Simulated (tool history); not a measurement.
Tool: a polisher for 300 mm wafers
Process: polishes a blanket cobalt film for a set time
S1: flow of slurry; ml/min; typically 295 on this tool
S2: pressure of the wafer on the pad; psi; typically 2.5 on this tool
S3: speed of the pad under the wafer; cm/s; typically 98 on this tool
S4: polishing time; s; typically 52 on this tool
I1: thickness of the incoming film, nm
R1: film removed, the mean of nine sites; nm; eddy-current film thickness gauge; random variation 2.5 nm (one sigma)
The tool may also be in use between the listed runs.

{"run": 1, "hour": 0.0, "S1": 295, "S2": 1.9, "S3": 98, "S4": 52, "I1": 1539.1, "R1": 203.9}
{"run": 2, "hour": 23.2, "S1": 295, "S2": 2.5, "S3": 98, "S4": 52, "I1": 1523.7, "R1": 264.5}
{"hour": 34.3, "done": "worn pad replaced by a new one"}
{"run": 3, "hour": 40.8, "S1": 295, "S2": 2.5, "S3": 98, "S4": 52, "I1": 1539.2, "R1": 291}
{"run": 4, "hour": 76.2, "S1": 295, "S2": 2.5, "S3": 98, "S4": 52, "I1": 1521.2, "R1": 284.9}
{"hour": 107.0, "done": "head pressure recalibrated"}
{"run": 5, "hour": 108.8, "S1": 295, "S2": 2.5, "S3": 98, "S4": 52, "I1": 1539.1, "R1": 282}
{"run": 6, "hour": 128.7, "S1": 295, "S2": 2.5, "S3": 98, "S4": 52, "I1": 1532.7, "R1": 282.1}
{"run": 7, "hour": 147.7, "S1": 295, "S2": 2.5, "S3": 98, "S4": 52, "I1": 1526.7, "R1": 280.8}
{"run": 8, "hour": 179.6, "S1": 295, "S2": 2.5, "S3": 98, "S4": 52, "I1": 1518.6, "R1": 275.1}
{"run": 9, "hour": 203.6, "S1": 295, "S2": 2.5, "S3": 98, "S4": 52, "I1": 1526.5, "R1": 271.5}
{"hour": 259.6, "done": "slurry nozzle cleaned"}
{"hour": 264.8, "done": "worn pad replaced by a new one"}
{"run": 10, "hour": 306.0, "S1": 295, "S2": 2.2, "S3": 98, "S4": 59, "I1": 1518.8, "R1": 287.2}
{"run": 11, "hour": 332.4, "S1": 295, "S2": 2.2, "S3": 98, "S4": 59, "I1": 1542.8, "R1": 289.8}
{"run": 12, "hour": 365.0, "S1": 295, "S2": 2.2, "S3": 98, "S4": 59, "I1": 1530, "R1": 287}
{"run": 13, "hour": 397.6, "S1": 205, "S2": 2.5, "S3": 98, "S4": 52, "I1": 1516.7, "R1": 269}
{"run": 14, "hour": 433.2, "S1": 295, "S2": 2.5, "S3": 74, "S4": 67, "I1": 1541.2, "R1": 297}
{"run": 15, "hour": 469.0, "S1": 220, "S2": 2.5, "S3": 120, "S4": 58, "I1": 1529.2, "R1": 335}
{"run": 16, "hour": 500.7, "S1": 295, "S2": 2.5, "S3": 98, "S4": 52, "I1": 1531.4, "R1": 264}
{"run": 17, "hour": 513.4, "S1": 335, "S2": 1.8, "S3": 128, "S4": 65, "I1": 1513, "R1": 286.5}
{"hour": 531.1, "done": "worn pad replaced by a new one"}
{"run": 18, "hour": 536.3, "S1": 335, "S2": 2.5, "S3": 98, "S4": 57, "I1": 1545.7, "R1": 328.7}
{"run": 19, "hour": 554.1, "S1": 295, "S2": 2.5, "S3": 98, "S4": 52, "I1": 1537.7, "R1": 295.6}
{"run": 20, "hour": 573.8, "S1": 230, "S2": 2.5, "S3": 82, "S4": 52, "I1": 1550.5, "R1": 252.6}
{"run": 21, "hour": 602.1, "S1": 295, "S2": 2.5, "S3": 128, "S4": 70, "I1": 1539, "R1": 461.2}
{"run": 22, "hour": 637.7, "S1": 295, "S2": 2.9, "S3": 70, "S4": 62, "I1": 1530.3, "R1": 321}
{"run": 23, "hour": 657.8, "S1": 375, "S2": 2.2, "S3": 98, "S4": 52, "I1": 1531.8, "R1": 250.2}
{"run": 24, "hour": 671.1, "S1": 230, "S2": 2.5, "S3": 98, "S4": 52, "I1": 1525.9, "R1": 265.5}
{"run": 25, "hour": 702.3, "S1": 385, "S2": 2.5, "S3": 98, "S4": 52, "I1": 1530.7, "R1": 277.7}
{"run": 26, "hour": 720.8, "S1": 295, "S2": 2.5, "S3": 98, "S4": 52, "I1": 1520.2, "R1": 273.7}
{"run": 27, "hour": 740.8, "S1": 295, "S2": 1.6, "S3": 68, "S4": 52, "I1": 1539.1, "R1": 138.8}
{"run": 28, "hour": 786.6, "S1": 225, "S2": 2.5, "S3": 132, "S4": 52, "I1": 1529.9, "R1": 317.1}
{"run": 29, "hour": 808.5, "S1": 295, "S2": 2.5, "S3": 74, "S4": 52, "I1": 1523.8, "R1": 219.5}
{"hour": 820.3, "done": "worn pad replaced by a new one"}
{"run": 30, "hour": 833.4, "S1": 295, "S2": 2.5, "S3": 98, "S4": 46, "I1": 1533.1, "R1": 256.8}
{"run": 31, "hour": 861.4, "S1": 295, "S2": 2.5, "S3": 98, "S4": 52, "I1": 1526.1, "R1": 286}
{"run": 32, "hour": 876.6, "S1": 265, "S2": 2.9, "S3": 84, "S4": 65, "I1": 1521.8, "R1": 365.9}
{"run": 33, "hour": 898.2, "S1": 380, "S2": 2.5, "S3": 112, "S4": 37, "I1": 1539.1, "R1": 226}
{"run": 34, "hour": 933.3, "S1": 235, "S2": 2, "S3": 70, "S4": 52, "I1": 1543.9, "R1": 178}
{"run": 35, "hour": 949.8, "S1": 295, "S2": 2.5, "S3": 98, "S4": 52, "I1": 1542, "R1": 277.3}
{"run": 36, "hour": 981.0, "S1": 350, "S2": 2.5, "S3": 98, "S4": 52, "I1": 1518.9, "R1": 278.6}
{"run": 37, "hour": 1001.7, "S1": 295, "S2": 2.8, "S3": 98, "S4": 52, "I1": 1525.8, "R1": 303}

Results for each run, recomputed without the tool's hidden state and with each run's random variation untouched:
Unlogged tool condition in this case: removal rate lost through wear of the pad, %; slurry flow missing at the pad, %; deviation of the head's pressure from its setpoint, %.
run=1 R1=222.6
run=2 R1=291.8
run=3 R1=294.6
run=4 R1=292.6
run=5 R1=293.7
run=6 R1=296.3
run=7 R1=297.4
run=8 R1=295.4
run=9 R1=294.8
run=10 R1=293
run=11 R1=299
run=12 R1=300.2
run=13 R1=285.3
run=14 R1=320
run=15 R1=366.7
run=16 R1=293.2
run=17 R1=320.1
run=18 R1=329.8
run=19 R1=298.8
run=20 R1=257.5
run=21 R1=475.7
run=22 R1=336.2
run=23 R1=264.3
run=24 R1=282.1
run=25 R1=299.1
run=26 R1=297.3
run=27 R1=152.1
run=28 R1=354.8
run=29 R1=248
run=30 R1=259.9
run=31 R1=292.9
run=32 R1=377.1
run=33 R1=235.1
run=34 R1=187.9
run=35 R1=294.9
run=36 R1=300.4
run=37 R1=329.8
